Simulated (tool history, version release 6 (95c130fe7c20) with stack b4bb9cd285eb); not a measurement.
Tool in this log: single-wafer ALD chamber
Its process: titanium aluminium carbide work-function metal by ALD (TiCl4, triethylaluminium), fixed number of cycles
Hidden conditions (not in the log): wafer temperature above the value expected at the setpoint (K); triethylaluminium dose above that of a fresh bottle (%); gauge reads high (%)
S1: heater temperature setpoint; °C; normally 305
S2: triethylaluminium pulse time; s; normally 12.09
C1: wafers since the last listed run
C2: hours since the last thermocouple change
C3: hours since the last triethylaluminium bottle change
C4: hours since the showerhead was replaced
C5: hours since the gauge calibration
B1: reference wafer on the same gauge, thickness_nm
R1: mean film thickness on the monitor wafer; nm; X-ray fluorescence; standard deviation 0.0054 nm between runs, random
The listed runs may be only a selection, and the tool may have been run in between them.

run 1 hour=0 | S1=305 S2=12.09 | C1=0 C2=896.1 C3=1653.1 C4=3286.9 C5=97.1 | B1=2.472 | R1=2.155
run 2 hour=16.7 | S1=305 S2=12.09 | C1=256 C2=912.8 C3=1669.8 C4=3303.6 C5=113.8 | B1=2.474 | R1=2.159
run 3 hour=30.4 | S1=305 S2=12.09 | C1=210 C2=926.5 C3=1683.5 C4=3317.3 C5=127.5 | B1=2.474 | R1=2.159
run 4 hour=44.9 | S1=305 S2=12.09 | C1=222 C2=941 C3=1698 C4=3331.8 C5=142 | B1=2.477 | R1=2.165
run 5 hour=52.3 | S1=305 S2=8.92 | C1=113 C2=948.4 C3=1705.4 C4=3339.2 C5=149.4 | B1=2.477 | R1=2.128
run 6 hour=64.9 | S1=305 S2=8.92 | C1=193 C2=961 C3=1718 C4=3351.8 C5=162 | B1=2.476 | R1=2.136
-- hour=79.4 thermocouple changed; heater temperature recalibrated
run 7 hour=80 | S1=305 S2=12.09 | C1=109 C2=0.6 C3=1733.1 C4=3366.9 C5=177.1 | B1=2.478 | R1=2.171
run 8 hour=124.6 | S1=305 S2=12.09 | C1=685 C2=45.2 C3=1777.7 C4=3411.5 C5=221.7 | B1=2.483 | R1=2.169
run 9 hour=141.5 | S1=294 S2=9.34 | C1=259 C2=62.1 C3=1794.6 C4=3428.4 C5=238.6 | B1=2.484 | R1=2.037
-- hour=144.9 gauge calibrated
run 10 hour=155.9 | S1=305 S2=12.09 | C1=221 C2=76.5 C3=1809 C4=3442.8 C5=11 | B1=2.456 | R1=2.156
run 11 hour=164.7 | S1=314 S2=8.12 | C1=135 C2=85.3 C3=1817.8 C4=3451.6 C5=19.8 | B1=2.456 | R1=2.199
-- hour=177.8 triethylaluminium bottle replaced
-- hour=181.9 showerhead replaced
run 12 hour=182.4 | S1=310 S2=15.63 | C1=85 C2=103 C3=4.6 C4=0.5 C5=37.5 | B1=2.457 | R1=2.232
run 13 hour=189.7 | S1=311 S2=15.21 | C1=112 C2=110.3 C3=11.9 C4=7.8 C5=44.8 | B1=2.458 | R1=2.231
run 14 hour=203.9 | S1=305 S2=13.49 | C1=218 C2=124.5 C3=26.1 C4=22 C5=59 | B1=2.457 | R1=2.164
run 15 hour=214.6 | S1=311 S2=13.94 | C1=164 C2=135.2 C3=36.8 C4=32.7 C5=69.7 | B1=2.462 | R1=2.229
run 16 hour=220.8 | S1=314 S2=15.18 | C1=95 C2=141.4 C3=43 C4=38.9 C5=75.9 | B1=2.461 | R1=2.254
run 17 hour=237.6 | S1=305 S2=12.09 | C1=258 C2=158.2 C3=59.8 C4=55.7 C5=92.7 | B1=2.462 | R1=2.146

Branching from run 17: 3 alternative next runs. What would each branch give?
run A hour=238 | S1=305 S2=12.09 | C1=6 C2=158.6 C3=60.2 C4=56.1 C5=93.1 | B1=? | R1=?
run B hour=238 | S1=305 S2=16.92 | C1=6 C2=158.6 C3=60.2 C4=56.1 C5=93.1 | B1=? | R1=?
run C hour=238 | S1=297 S2=16.33 | C1=6 C2=158.6 C3=60.2 C4=56.1 C5=93.1 | B1=? | R1=?

run=A B1=2.463 R1=2.161
run=B B1=2.463 R1=2.182
run=C B1=2.463 R1=2.102
The same runs, with their run-to-run variation unchanged, on a tool lacking any hidden condition would have given:
run=A R1=2.158
run=B R1=2.18
run=C R1=2.099
